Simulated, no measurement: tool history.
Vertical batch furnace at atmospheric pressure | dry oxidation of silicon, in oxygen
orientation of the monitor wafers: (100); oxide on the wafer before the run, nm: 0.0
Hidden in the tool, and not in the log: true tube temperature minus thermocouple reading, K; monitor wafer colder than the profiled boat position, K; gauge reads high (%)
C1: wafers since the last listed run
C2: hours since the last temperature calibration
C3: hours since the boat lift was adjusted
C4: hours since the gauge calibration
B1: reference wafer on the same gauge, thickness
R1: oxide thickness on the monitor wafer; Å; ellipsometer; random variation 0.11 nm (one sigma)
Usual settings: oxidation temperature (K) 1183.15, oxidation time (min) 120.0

{"run": 1, "hour": 0.0, "oxidation temperature (K)": 1183.15, "oxidation time (min)": 120.0, "C1": 0, "C2": 997.9, "C3": 2784.2, "C4": 266.9, "B1": 31.21, "R1": 324.4}
{"run": 2, "hour": 48.5, "oxidation temperature (K)": 1201.15, "oxidation time (min)": 120.0, "C1": 449, "C2": 1046.4, "C3": 2832.7, "C4": 315.4, "B1": 31.16, "R1": 388.8}
{"run": 3, "hour": 114.7, "oxidation temperature (K)": 1201.15, "oxidation time (min)": 120.0, "C1": 614, "C2": 1112.6, "C3": 2898.9, "C4": 381.6, "B1": 31.2, "R1": 387.4}
{"run": 4, "hour": 163.8, "oxidation temperature (K)": 1201.15, "oxidation time (min)": 120.0, "C1": 455, "C2": 1161.7, "C3": 2948.0, "C4": 430.7, "B1": 31.23, "R1": 387.9}
{"run": 5, "hour": 210.4, "oxidation temperature (K)": 1183.15, "oxidation time (min)": 166.0, "C1": 432, "C2": 1208.3, "C3": 2994.6, "C4": 477.3, "B1": 31.22, "R1": 405.0}
{"run": 6, "hour": 236.2, "oxidation temperature (K)": 1183.15, "oxidation time (min)": 120.0, "C1": 239, "C2": 1234.1, "C3": 3020.4, "C4": 503.1, "B1": 31.19, "R1": 322.3}
{"run": 7, "hour": 309.1, "oxidation temperature (K)": 1183.15, "oxidation time (min)": 120.0, "C1": 676, "C2": 1307.0, "C3": 3093.3, "C4": 576.0, "B1": 31.19, "R1": 321.3}
{"run": 8, "hour": 335.5, "oxidation temperature (K)": 1183.15, "oxidation time (min)": 120.0, "C1": 244, "C2": 1333.4, "C3": 3119.7, "C4": 602.4, "B1": 31.2, "R1": 322.7}
{"run": 9, "hour": 393.1, "oxidation temperature (K)": 1183.15, "oxidation time (min)": 120.0, "C1": 534, "C2": 1391.0, "C3": 3177.3, "C4": 660.0, "B1": 31.21, "R1": 321.2}
{"hour": 449.2, "done": "thermocouples replaced and temperature profile calibrated"}
{"run": 10, "hour": 449.7, "oxidation temperature (K)": 1183.15, "oxidation time (min)": 120.0, "C1": 302, "C2": 0.5, "C3": 3233.9, "C4": 716.6, "B1": 31.19, "R1": 321.0}
{"run": 11, "hour": 484.6, "oxidation temperature (K)": 1183.15, "oxidation time (min)": 120.0, "C1": 323, "C2": 35.4, "C3": 3268.8, "C4": 751.5, "B1": 31.18, "R1": 320.0}
{"run": 12, "hour": 541.6, "oxidation temperature (K)": 1183.15, "oxidation time (min)": 120.0, "C1": 528, "C2": 92.4, "C3": 3325.8, "C4": 808.5, "B1": 31.19, "R1": 318.7}
{"run": 13, "hour": 567.5, "oxidation temperature (K)": 1183.15, "oxidation time (min)": 120.0, "C1": 240, "C2": 118.3, "C3": 3351.7, "C4": 834.4, "B1": 31.2, "R1": 319.7}
{"run": 14, "hour": 595.2, "oxidation temperature (K)": 1192.15, "oxidation time (min)": 103.5, "C1": 256, "C2": 146.0, "C3": 3379.4, "C4": 862.1, "B1": 31.21, "R1": 317.3}
{"hour": 622.0, "done": "boat lift adjusted"}
{"run": 15, "hour": 622.9, "oxidation temperature (K)": 1183.15, "oxidation time (min)": 120.0, "C1": 34, "C2": 173.7, "C3": 0.9, "C4": 889.8, "B1": 31.17, "R1": 330.8}
{"run": 16, "hour": 786.9, "oxidation temperature (K)": 1192.15, "oxidation time (min)": 103.5, "C1": 1521, "C2": 337.7, "C3": 164.9, "C4": 1053.8, "B1": 31.18, "R1": 328.3}
{"run": 17, "hour": 818.1, "oxidation temperature (K)": 1193.15, "oxidation time (min)": 179.0, "C1": 289, "C2": 368.9, "C3": 196.1, "C4": 1085.0, "B1": 31.22, "R1": 489.4}
{"hour": 883.9, "done": "gauge calibrated"}
{"run": 18, "hour": 885.6, "oxidation temperature (K)": 1199.15, "oxidation time (min)": 91.5, "C1": 626, "C2": 436.4, "C3": 263.6, "C4": 1.7, "B1": 31.2, "R1": 325.0}
{"run": 19, "hour": 947.1, "oxidation temperature (K)": 1159.15, "oxidation time (min)": 135.0, "C1": 570, "C2": 497.9, "C3": 325.1, "C4": 63.2, "B1": 31.19, "R1": 277.1}
{"run": 20, "hour": 1001.3, "oxidation temperature (K)": 1183.15, "oxidation time (min)": 151.5, "C1": 502, "C2": 552.1, "C3": 379.3, "C4": 117.4, "B1": 31.19, "R1": 387.6}
{"run": 21, "hour": 1064.6, "oxidation temperature (K)": 1191.15, "oxidation time (min)": 120.0, "C1": 587, "C2": 615.4, "C3": 442.6, "C4": 180.7, "B1": 31.21, "R1": 359.6}
{"run": 22, "hour": 1128.1, "oxidation temperature (K)": 1171.15, "oxidation time (min)": 172.5, "C1": 589, "C2": 678.9, "C3": 506.1, "C4": 244.2, "B1": 31.21, "R1": 374.8}
{"run": 23, "hour": 1188.3, "oxidation temperature (K)": 1183.15, "oxidation time (min)": 120.0, "C1": 558, "C2": 739.1, "C3": 566.3, "C4": 304.4, "B1": 31.18, "R1": 330.9}
{"run": 24, "hour": 1231.6, "oxidation temperature (K)": 1162.15, "oxidation time (min)": 170.0, "C1": 401, "C2": 782.4, "C3": 609.6, "C4": 347.7, "B1": 31.2, "R1": 333.8}

The tool's hidden state at each run:
true tube temperature minus thermocouple reading, K: 0 in every run
gauge reads high (%): 0 in every run
H1: monitor wafer colder than the profiled boat position, K
run=1 H1=2.32
run=2 H1=2.4
run=3 H1=2.51
run=4 H1=2.59
run=5 H1=2.67
run=6 H1=2.72
run=7 H1=2.85
run=8 H1=2.89
run=9 H1=3
run=10 H1=3.1
run=11 H1=3.16
run=12 H1=3.27
run=13 H1=3.32
run=14 H1=3.38
run=15 H1=0.267
run=16 H1=0.275
run=17 H1=0.278
run=18 H1=0.287
run=19 H1=0.298
run=20 H1=0.309
run=21 H1=0.323
run=22 H1=0.341
run=23 H1=0.359
run=24 H1=0.374

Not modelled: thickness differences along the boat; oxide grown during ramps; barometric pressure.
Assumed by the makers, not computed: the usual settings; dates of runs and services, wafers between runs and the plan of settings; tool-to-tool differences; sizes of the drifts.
